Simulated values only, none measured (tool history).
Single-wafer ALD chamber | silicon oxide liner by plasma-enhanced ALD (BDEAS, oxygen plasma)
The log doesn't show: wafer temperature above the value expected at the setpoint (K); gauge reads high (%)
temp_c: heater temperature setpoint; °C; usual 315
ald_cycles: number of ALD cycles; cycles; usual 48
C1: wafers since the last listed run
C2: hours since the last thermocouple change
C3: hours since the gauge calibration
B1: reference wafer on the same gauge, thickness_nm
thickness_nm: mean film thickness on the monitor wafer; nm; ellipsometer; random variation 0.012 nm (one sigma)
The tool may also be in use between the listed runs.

run 1 hour=0 | temp_c=315 ald_cycles=48 | C1=0 C2=2404.7 C3=266.1 | B1=4.634 | thickness_nm=4.915
run 2 hour=41.7 | temp_c=315 ald_cycles=48 | C1=288 C2=2446.4 C3=307.8 | B1=4.645 | thickness_nm=4.916
run 3 hour=79.1 | temp_c=315 ald_cycles=48 | C1=258 C2=2483.8 C3=345.2 | B1=4.651 | thickness_nm=4.926
-- hour=116.8 gauge calibrated
run 4 hour=120.8 | temp_c=315 ald_cycles=48 | C1=288 C2=2525.5 C3=4 | B1=4.594 | thickness_nm=4.9
run 5 hour=158.1 | temp_c=315 ald_cycles=48 | C1=258 C2=2562.8 C3=41.3 | B1=4.602 | thickness_nm=4.901
-- hour=184.8 thermocouple changed; heater temperature recalibrated
run 6 hour=222.5 | temp_c=315 ald_cycles=48 | C1=390 C2=37.7 C3=105.7 | B1=4.612 | thickness_nm=4.905
run 7 hour=249.6 | temp_c=315 ald_cycles=48 | C1=187 C2=64.8 C3=132.8 | B1=4.615 | thickness_nm=4.912
run 8 hour=289.8 | temp_c=309 ald_cycles=48 | C1=278 C2=105 C3=173 | B1=4.624 | thickness_nm=4.944
run 9 hour=358.1 | temp_c=305 ald_cycles=48 | C1=472 C2=173.3 C3=241.3 | B1=4.635 | thickness_nm=5.004
run 10 hour=390.7 | temp_c=307 ald_cycles=48 | C1=225 C2=205.9 C3=273.9 | B1=4.647 | thickness_nm=4.996
run 11 hour=433.2 | temp_c=304 ald_cycles=55 | C1=294 C2=248.4 C3=316.4 | B1=4.653 | thickness_nm=5.765
-- hour=452.6 gauge calibrated
run 12 hour=501.1 | temp_c=322 ald_cycles=39 | C1=469 C2=316.3 C3=48.5 | B1=4.593 | thickness_nm=3.915
run 13 hour=567.9 | temp_c=315 ald_cycles=48 | C1=462 C2=383.1 C3=115.3 | B1=4.605 | thickness_nm=4.904
run 14 hour=614.9 | temp_c=315 ald_cycles=48 | C1=325 C2=430.1 C3=162.3 | B1=4.612 | thickness_nm=4.906

5 ways to go on from here, each from the tool as it stands after run 14. What would each give?
run A hour=615.4 | temp_c=315 ald_cycles=44 | C1=3 C2=430.6 C3=162.8 | B1=? | thickness_nm=?
run B hour=615.4 | temp_c=328 ald_cycles=56 | C1=3 C2=430.6 C3=162.8 | B1=? | thickness_nm=?
run C hour=615.4 | temp_c=301 ald_cycles=45 | C1=3 C2=430.6 C3=162.8 | B1=? | thickness_nm=?
run D hour=615.4 | temp_c=322 ald_cycles=56 | C1=3 C2=430.6 C3=162.8 | B1=? | thickness_nm=?
run E hour=615.4 | temp_c=324 ald_cycles=44 | C1=3 C2=430.6 C3=162.8 | B1=? | thickness_nm=?

run=A B1=4.611 thickness_nm=4.496
run=B B1=4.611 thickness_nm=5.616
run=C B1=4.611 thickness_nm=4.689
run=D B1=4.611 thickness_nm=5.665
run=E B1=4.611 thickness_nm=4.438
Without the tool's hidden state the same runs would have given:
run=A thickness_nm=4.473
run=B thickness_nm=5.587
run=C thickness_nm=4.666
run=D thickness_nm=5.636
run=E thickness_nm=4.415
